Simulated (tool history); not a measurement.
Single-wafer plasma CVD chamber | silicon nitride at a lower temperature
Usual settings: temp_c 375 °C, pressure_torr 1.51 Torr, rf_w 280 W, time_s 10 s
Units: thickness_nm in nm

| run | day | temp_c | pressure_torr | rf_w | time_s | wafers since the last listed run | hours since the last thermocouple change | hours since the last RF generator calibration | hours since the last manometer calibration | hours since the showerhead was replaced | hours since the gauge calibration | read-back reference wafer on the same gauge, thickness_nm | thickness_nm |
|---|---|---|---|---|---|---|---|---|---|---|---|---|---|
| 1 | 0 | 375 | 1.51 | 280 | 10 | 0 | 1472.5 | 265.1 | 1338 | 2038.3 | 461.2 | 8.892 | 9.641 |
| 2 | 2.271 | 375 | 1.51 | 280 | 10 | 1286 | 1527 | 319.6 | 1392.5 | 2092.8 | 515.7 | 8.892 | 9.594 |
| 3 | 4.921 | 375 | 1.51 | 280 | 10 | 1501 | 1590.6 | 383.2 | 1456.1 | 2156.4 | 579.3 | 8.888 | 9.58 |
| 4 | 7.275 | 375 | 1.51 | 280 | 9.2 | 1334 | 1647.1 | 439.7 | 1512.6 | 2212.9 | 635.8 | 8.892 | 8.827 |
| 5 | 9.029 | 375 | 1.51 | 280 | 9.2 | 994 | 1689.2 | 481.8 | 1554.7 | 2255 | 677.9 | 8.898 | 8.79 |
|  | 17.671 | gauge calibrated |
| 6 | 17.758 | 375 | 1.51 | 280 | 9.6 | 4946 | 1898.7 | 691.3 | 1764.2 | 2464.5 | 2.1 | 8.878 | 9.154 |
| 7 | 20.283 | 375 | 1.51 | 280 | 9.6 | 1430 | 1959.3 | 751.9 | 1824.8 | 2525.1 | 62.7 | 8.896 | 9.167 |
| 8 | 21.812 | 375 | 1.51 | 280 | 10 | 866 | 1996 | 788.6 | 1861.5 | 2561.8 | 99.4 | 8.894 | 9.517 |
| 9 | 23.6 | 375 | 1.51 | 280 | 10 | 1012 | 2038.9 | 831.5 | 1904.4 | 2604.7 | 142.3 | 8.885 | 9.518 |
| 10 | 27.758 | 375 | 1.51 | 280 | 10 | 2356 | 2138.7 | 931.3 | 2004.2 | 2704.5 | 242.1 | 8.89 | 9.469 |
|  | 28.5 | capacitance manometer re-zeroed and calibrated |
| 11 | 30.3 | 375 | 1.51 | 280 | 10 | 1251 | 2199.7 | 992.3 | 43.2 | 2765.5 | 303.1 | 8.895 | 9.769 |
| 12 | 31.421 | 375 | 1.51 | 280 | 10 | 635 | 2226.6 | 1019.2 | 70.1 | 2792.4 | 330 | 8.894 | 9.723 |
| 13 | 33.542 | 382 | 1.21 | 280 | 10 | 1201 | 2277.5 | 1070.1 | 121 | 2843.3 | 380.9 | 8.899 | 8.907 |
| 14 | 35.758 | 366 | 1.33 | 250 | 11.2 | 1256 | 2330.7 | 1123.3 | 174.2 | 2896.5 | 434.1 | 8.887 | 9.879 |
| 15 | 38.096 | 384 | 1.51 | 245 | 8 | 1324 | 2386.8 | 1179.4 | 230.3 | 2952.6 | 490.2 | 8.896 | 7.295 |
| 16 | 40.138 | 382 | 1.32 | 250 | 11.6 | 1156 | 2435.8 | 1228.4 | 279.3 | 3001.6 | 539.2 | 8.891 | 10.128 |
|  | 40.95 | showerhead replaced |
| 17 | 41.896 | 375 | 1.51 | 265 | 10 | 807 | 2478 | 1270.6 | 321.5 | 22.7 | 581.4 | 8.89 | 9.452 |
| 18 | 43.562 | 375 | 1.51 | 280 | 10 | 944 | 2518 | 1310.6 | 361.5 | 62.7 | 621.4 | 8.892 | 9.64 |
|  | 45.046 | thermocouple changed; heater temperature recalibrated |
| 19 | 45.067 | 375 | 1.51 | 330 | 11 | 663 | 0.5 | 1346.7 | 397.6 | 98.8 | 657.5 | 8.894 | 11.424 |
| 20 | 47.612 | 375 | 1.51 | 330 | 11 | 1442 | 61.6 | 1407.8 | 458.7 | 159.9 | 718.6 | 8.886 | 11.388 |
|  | 47.979 | RF generator calibrated |
| 21 | 50.383 | 389 | 1.69 | 280 | 10 | 1381 | 128.1 | 57.7 | 525.2 | 226.4 | 785.1 | 8.891 | 10.116 |
| 22 | 51.504 | 375 | 1.51 | 280 | 10 | 635 | 155 | 84.6 | 552.1 | 253.3 | 812 | 8.89 | 9.802 |
| 23 | 58.488 | 369 | 1.19 | 315 | 10 | 3957 | 322.6 | 252.2 | 719.7 | 420.9 | 979.6 | 8.896 | 9.369 |
|  | 60.15 | gauge calibrated |
| 24 | 61.479 | 375 | 1.43 | 280 | 10 | 1695 | 394.4 | 324 | 791.5 | 492.7 | 31.9 | 8.884 | 9.501 |
| 25 | 68.954 | 380 | 1.51 | 280 | 10 | 4235 | 573.8 | 503.4 | 970.9 | 672.1 | 211.3 | 8.878 | 9.615 |
| 26 | 70.383 | 389 | 1.17 | 260 | 11.9 | 809 | 608.1 | 537.7 | 1005.2 | 706.4 | 245.6 | 8.896 | 9.995 |
| 27 | 73.15 | 382 | 1.69 | 255 | 10 | 1567 | 674.5 | 604.1 | 1071.6 | 772.8 | 312 | 8.897 | 9.612 |
| 28 | 75 | 385 | 1.77 | 315 | 10 | 1048 | 718.9 | 648.5 | 1116 | 817.2 | 356.4 | 8.89 | 10.605 |

Forecast each of these 4 alternatives for the next run:
| A | 75.017 | 375 | 1.51 | 280 | 10 | 9 | 719.3 | 648.9 | 1116.4 | 817.6 | 356.8 | ? | ? |
| B | 75.017 | 362 | 1.51 | 280 | 10.9 | 9 | 719.3 | 648.9 | 1116.4 | 817.6 | 356.8 | ? | ? |
| C | 75.017 | 375 | 1.84 | 280 | 10.7 | 9 | 719.3 | 648.9 | 1116.4 | 817.6 | 356.8 | ? | ? |
| D | 75.017 | 375 | 1.88 | 280 | 10 | 9 | 719.3 | 648.9 | 1116.4 | 817.6 | 356.8 | ? | ? |

| run | read-back reference wafer on the same gauge, thickness_nm | thickness_nm |
|---|---|---|
| A | 8.888 | 9.624 |
| B | 8.888 | 10.551 |
| C | 8.888 | 11.013 |
| D | 8.888 | 10.366 |
Without the tool's hidden state the same runs would have given:
| run | thickness_nm |
|---|---|
| A | 9.952 |
| B | 10.91 |
| C | 11.381 |
| D | 10.71 |
